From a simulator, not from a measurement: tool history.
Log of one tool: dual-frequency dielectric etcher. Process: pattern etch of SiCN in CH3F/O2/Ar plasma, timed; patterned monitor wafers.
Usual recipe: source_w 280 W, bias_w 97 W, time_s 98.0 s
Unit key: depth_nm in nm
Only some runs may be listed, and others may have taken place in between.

run   hour  source_w  bias_w  time_s  wafers since the last listed run  hours since the last wet clean  hours since the last source power generator calibration  hours since the last bias power generator calibration  hours since the last upper electrode change  hours since the gauge calibration  read-back reference wafer on the same gauge, depth_nm  depth_nm
  1    0.0       280      97   112.0                                 0                           352.4                                                   2579.0                                                 4535.4                                       3453.3                               53.6                                                  32.72     45.52
  2    7.3       280      97   112.0                                78                           359.7                                                   2586.3                                                 4542.7                                       3460.6                               60.9                                                  32.68     45.44
  3   18.7       280      97   112.0                               123                           371.1                                                   2597.7                                                 4554.1                                       3472.0                               72.3                                                  32.68     45.52
  4   27.5       240      97    98.0                                95                           379.9                                                   2606.5                                                 4562.9                                       3480.8                               81.1                                                  32.69     38.54
      55.2  -- wet clean of the chamber
  5   55.7       240      97    98.0                                45                             0.5                                                   2634.7                                                 4591.1                                       3509.0                              109.3                                                  32.69     36.15
  6   56.1       240      97    98.0                                 4                             0.9                                                   2635.1                                                 4591.5                                       3509.4                              109.7                                                  32.71     36.03
  7   56.4       280      97    98.0                                 3                             1.2                                                   2635.4                                                 4591.8                                       3509.7                              110.0                                                  32.69     37.47
      62.7  -- source power generator calibrated
  8   72.4       340      74   118.5                               129                            17.2                                                      9.7                                                 4607.8                                       3525.7                              126.0                                                  32.71     43.19
      97.9  -- upper electrode replaced
  9   98.4       320      84   110.5                                21                            43.2                                                     35.7                                                 4633.8                                          0.5                              152.0                                                  32.72     41.24
 10  104.0       240     117   127.5                                60                            48.8                                                     41.3                                                 4639.4                                          6.1                              157.6                                                  32.71     51.40
     117.3  -- bias power generator calibrated
     117.4  -- gauge calibrated
 11  117.8       280     118    77.5                               105                            62.6                                                     55.1                                                    0.5                                         19.9                                0.4                                                  32.68     32.40
 12  123.3       280      97    98.0                                59                            68.1                                                     60.6                                                    6.0                                         25.4                                5.9                                                  32.69     38.02
 13  134.0       280      97    98.0                               115                            78.8                                                     71.3                                                   16.7                                         36.1                               16.6                                                  32.68     37.79
 14  144.7       280      97    98.0                               115                            89.5                                                     82.0                                                   27.4                                         46.8                               27.3                                                  32.66     37.99
 15  152.1       320      75    85.0                                79                            96.9                                                     89.4                                                   34.8                                         54.2                               34.7                                                  32.71     30.94

State the hidden condition of the tool at each of the runs:
source power that arrives over what is set, %: 0 on each run
bias power that arrives over what is set, %: 0 on each run
gauge reads high (%): 0 on each run
H1: etch rate over this chamber's usual, %
run       H1
  1     5.58
  2     5.68
  3     5.84
  4     5.97
  5   -0.102
  6  -0.0963
  7   -0.092
  8    0.137
  9     0.51
 10    0.591
 11    0.789
 12    0.867
 13     1.02
 14     1.17
 15     1.28

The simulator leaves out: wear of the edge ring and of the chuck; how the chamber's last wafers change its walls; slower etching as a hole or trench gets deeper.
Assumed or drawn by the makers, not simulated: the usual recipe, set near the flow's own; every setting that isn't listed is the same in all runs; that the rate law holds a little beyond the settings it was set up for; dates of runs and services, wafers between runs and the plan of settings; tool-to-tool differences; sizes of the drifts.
